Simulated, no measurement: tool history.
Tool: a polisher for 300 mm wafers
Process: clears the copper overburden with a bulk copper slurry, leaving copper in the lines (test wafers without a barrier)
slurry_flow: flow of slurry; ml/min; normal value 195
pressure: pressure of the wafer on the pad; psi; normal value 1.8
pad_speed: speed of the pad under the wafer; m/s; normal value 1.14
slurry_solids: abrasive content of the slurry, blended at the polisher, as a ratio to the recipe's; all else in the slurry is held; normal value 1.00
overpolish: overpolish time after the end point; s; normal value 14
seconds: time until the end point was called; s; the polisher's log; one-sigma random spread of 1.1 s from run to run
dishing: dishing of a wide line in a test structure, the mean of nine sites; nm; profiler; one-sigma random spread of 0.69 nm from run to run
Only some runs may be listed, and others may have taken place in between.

| run | hour | slurry_flow | pressure | pad_speed | slurry_solids | overpolish | wafers since the last listed run | wafers polished on this pad | hours since the slurry nozzle was cleaned | hours since the head pressure was calibrated | hours since the slurry blender was calibrated | incoming thickness of the incoming film, nm | seconds | dishing |
|---|---|---|---|---|---|---|---|---|---|---|---|---|---|---|
| 1 | 0.0 | 195 | 1.8 | 1.14 | 1.00 | 14 | 0 | 79 | 668.5 | 648.7 | 402.9 | 674.8 | 106.2 | 45.6 |
| 2 | 7.7 | 195 | 1.8 | 1.14 | 1.00 | 14 | 62 | 142 | 676.2 | 656.4 | 410.6 | 676.2 | 105.0 | 46.3 |
| 3 | 16.2 | 195 | 1.8 | 1.14 | 1.00 | 14 | 69 | 212 | 684.7 | 664.9 | 419.1 | 671.5 | 104.4 | 46.3 |
| 4 | 29.0 | 195 | 1.8 | 1.14 | 1.00 | 14 | 104 | 316 | 697.5 | 677.7 | 431.9 | 672.2 | 106.1 | 46.9 |
| 5 | 46.7 | 195 | 1.8 | 1.14 | 1.00 | 14 | 144 | 461 | 715.2 | 695.4 | 449.6 | 692.9 | 109.1 | 45.7 |
| 6 | 54.9 | 195 | 1.8 | 1.14 | 1.00 | 14 | 66 | 528 | 723.4 | 703.6 | 457.8 | 678.7 | 111.0 | 46.4 |
| 7 | 65.4 | 195 | 1.8 | 1.14 | 1.00 | 14 | 85 | 614 | 733.9 | 714.1 | 468.3 | 676.8 | 109.6 | 45.2 |
| 8 | 82.9 | 195 | 1.8 | 1.14 | 1.00 | 14 | 142 | 757 | 751.4 | 731.6 | 485.8 | 687.0 | 113.7 | 45.7 |
| 9 | 96.0 | 195 | 1.8 | 0.86 | 1.00 | 14 | 107 | 864 | 764.5 | 744.7 | 498.9 | 678.0 | 147.3 | 36.4 |
|  | 102.8 | head pressure recalibrated |
| 10 | 105.8 | 195 | 1.8 | 1.30 | 1.00 | 14 | 63 | 927 | 774.3 | 3.0 | 508.7 | 681.2 | 97.9 | 48.6 |
|  | 114.9 | worn pad replaced by a new one |
| 11 | 118.7 | 195 | 1.8 | 0.92 | 1.00 | 14 | 72 | 31 | 787.2 | 15.9 | 521.6 | 693.6 | 135.0 | 40.0 |
| 12 | 132.8 | 195 | 1.8 | 1.14 | 1.00 | 14 | 115 | 146 | 801.3 | 30.0 | 535.7 | 676.6 | 106.8 | 46.3 |
|  | 137.1 | slurry blender recalibrated |
| 13 | 141.7 | 195 | 1.8 | 1.14 | 1.00 | 14 | 56 | 202 | 810.2 | 38.9 | 4.6 | 692.4 | 109.7 | 47.4 |

Predict the results of run 14:
|  | 147.4 | slurry nozzle cleaned |
| 14 | 158.5 | 195 | 1.8 | 1.14 | 1.15 | 14 | 129 | 331 | 11.1 | 55.7 | 21.4 | 670.0 | ? | ? |

seconds: 106.3 s
dishing: 47.0 nm
Take away the tool's hidden state, keep the run-to-run variation as it was, and the same run would have given seconds 103.8 s, dishing 47.7 nm.

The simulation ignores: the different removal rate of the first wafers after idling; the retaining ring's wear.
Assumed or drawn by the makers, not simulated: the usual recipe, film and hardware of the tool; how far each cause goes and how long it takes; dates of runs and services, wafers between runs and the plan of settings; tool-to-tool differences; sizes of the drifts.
